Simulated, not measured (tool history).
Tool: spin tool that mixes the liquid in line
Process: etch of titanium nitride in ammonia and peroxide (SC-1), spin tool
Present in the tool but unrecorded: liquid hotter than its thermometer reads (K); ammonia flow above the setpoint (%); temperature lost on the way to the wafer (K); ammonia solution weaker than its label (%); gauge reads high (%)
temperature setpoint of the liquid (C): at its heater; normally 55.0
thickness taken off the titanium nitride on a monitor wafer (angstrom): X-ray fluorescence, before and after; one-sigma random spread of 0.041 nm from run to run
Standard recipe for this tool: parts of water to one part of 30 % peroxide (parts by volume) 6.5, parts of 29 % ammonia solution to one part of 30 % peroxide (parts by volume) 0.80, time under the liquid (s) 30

run   hour  temperature setpoint of the liquid (C)  parts of water to one part of 30 % peroxide (parts by volume)  parts of 29 % ammonia solution to one part of 30 % peroxide (parts by volume)  time under the liquid (s)  wafers since the last listed run  hours since the thermometer was replaced  hours since the ammonia flow meter was replaced  hours since the heated supply line was repaired  hours since the drum of ammonia solution was connected  hours since the gauge calibration  read-back film thickness of the titanium nitride reference wafer, read on the same gauge (nm)  thickness taken off the titanium nitride on a monitor wafer (angstrom)
  1    0.0                                    55.0                                                            6.5                                                                           0.80                         30                                 0                                    2080.8                                           2019.0                                           1008.3                                                   210.0                              502.7                                                                                          30.00                                                                    79.5
  2   24.4                                    55.0                                                            6.5                                                                           0.80                         30                               382                                    2105.2                                           2043.4                                           1032.7                                                   234.4                              527.1                                                                                          29.95                                                                    80.3
  3   67.0                                    55.0                                                            6.5                                                                           0.80                         30                               668                                    2147.8                                           2086.0                                           1075.3                                                   277.0                              569.7                                                                                          30.01                                                                    78.4
  4   91.4                                    55.0                                                            6.5                                                                           0.80                         30                               382                                    2172.2                                           2110.4                                           1099.7                                                   301.4                              594.1                                                                                          30.04                                                                    79.8
  5  155.3                                    55.0                                                            6.5                                                                           0.80                         30                              1002                                    2236.1                                           2174.3                                           1163.6                                                   365.3                              658.0                                                                                          30.00                                                                    80.0
  6  222.6                                    55.0                                                            6.5                                                                           0.80                         30                              1055                                    2303.4                                           2241.6                                           1230.9                                                   432.6                              725.3                                                                                          30.01                                                                    79.8
  7  292.2                                    55.0                                                            6.5                                                                           0.80                         30                              1091                                    2373.0                                           2311.2                                           1300.5                                                   502.2                              794.9                                                                                          29.97                                                                    80.5
     306.4  -- gauge calibrated
  8  360.5                                    55.0                                                            6.5                                                                           0.80                         30                              1071                                    2441.3                                           2379.5                                           1368.8                                                   570.5                               54.1                                                                                          30.01                                                                    81.2
  9  417.4                                    55.0                                                            6.5                                                                           0.80                         30                               892                                    2498.2                                           2436.4                                           1425.7                                                   627.4                              111.0                                                                                          30.03                                                                    81.0
     434.3  -- heated supply line repaired
     441.6  -- ammonia flow meter replaced
 10  471.1                                    55.0                                                            5.5                                                                           0.80                         30                               810                                    2551.9                                             29.5                                             36.8                                                   681.1                              164.7                                                                                          30.00                                                                    88.1
 11  518.4                                    55.0                                                            6.5                                                                           0.80                         30                               741                                    2599.2                                             76.8                                             84.1                                                   728.4                              212.0                                                                                          30.00                                                                    80.8
 12  565.6                                    58.5                                                            6.5                                                                           1.20                         45                               740                                    2646.4                                            124.0                                            131.3                                                   775.6                              259.2                                                                                          30.06                                                                   161.6
 13  590.4                                    55.0                                                            6.5                                                                           0.80                         30                               388                                    2671.2                                            148.8                                            156.1                                                   800.4                              284.0                                                                                          29.98                                                                    82.2
 14  659.0                                    55.0                                                            6.5                                                                           0.45                         20                              1075                                    2739.8                                            217.4                                            224.7                                                   869.0                              352.6                                                                                          29.97                                                                    49.8
     671.8  -- new drum of ammonia solution connected
     713.4  -- thermometer replaced
 15  720.6                                    45.5                                                            5.5                                                                           0.50                         45                               934                                       7.2                                            279.0                                            286.3                                                    48.8                              414.2                                                                                          30.01                                                                    54.6
 16  776.0                                    59.5                                                            9.0                                                                           1.10                         40                               868                                      62.6                                            334.4                                            341.7                                                   104.2                              469.6                                                                                          30.02                                                                   113.4
 17  836.2                                    64.5                                                            6.5                                                                           0.80                         30                               944                                     122.8                                            394.6                                            401.9                                                   164.4                              529.8                                                                                          29.98                                                                   132.4
 18  889.1                                    52.0                                                            6.5                                                                           0.80                         40                               829                                     175.7                                            447.5                                            454.8                                                   217.3                              582.7                                                                                          30.02                                                                    77.1
 19  917.3                                    55.0                                                            8.5                                                                           0.80                         20                               442                                     203.9                                            475.7                                            483.0                                                   245.5                              610.9                                                                                          30.03                                                                    42.0
 20  945.1                                    55.0                                                            6.5                                                                           0.80                         30                               435                                     231.7                                            503.5                                            510.8                                                   273.3                              638.7                                                                                          30.06                                                                    71.5

Each row is a separate what-if for the run after 20, all from the same tool condition, not one after another. Results?
  A  945.5                                    55.0                                                            6.5                                                                           0.60                         30                                 6                                     232.1                                            503.9                                            511.2                                                   273.7                              639.1                                                                                              ?                                                                       ?
  B  945.5                                    55.0                                                            6.5                                                                           0.95                         45                                 6                                     232.1                                            503.9                                            511.2                                                   273.7                              639.1                                                                                              ?                                                                       ?
  C  945.5                                    55.0                                                            7.5                                                                           0.80                         15                                 6                                     232.1                                            503.9                                            511.2                                                   273.7                              639.1                                                                                              ?                                                                       ?

run  read-back film thickness of the titanium nitride reference wafer, read on the same gauge (nm)  thickness taken off the titanium nitride on a monitor wafer (angstrom)
  A                                                                                          29.99                                                                    68.5
  B                                                                                          29.99                                                                   109.8
  C                                                                                          29.99                                                                    33.4
With the hidden condition removed and each run's random variation left untouched, the same runs would have given:
run  thickness taken off the titanium nitride on a monitor wafer (angstrom)
  A                                                                    67.0
  B                                                                   107.4
  C                                                                    32.7

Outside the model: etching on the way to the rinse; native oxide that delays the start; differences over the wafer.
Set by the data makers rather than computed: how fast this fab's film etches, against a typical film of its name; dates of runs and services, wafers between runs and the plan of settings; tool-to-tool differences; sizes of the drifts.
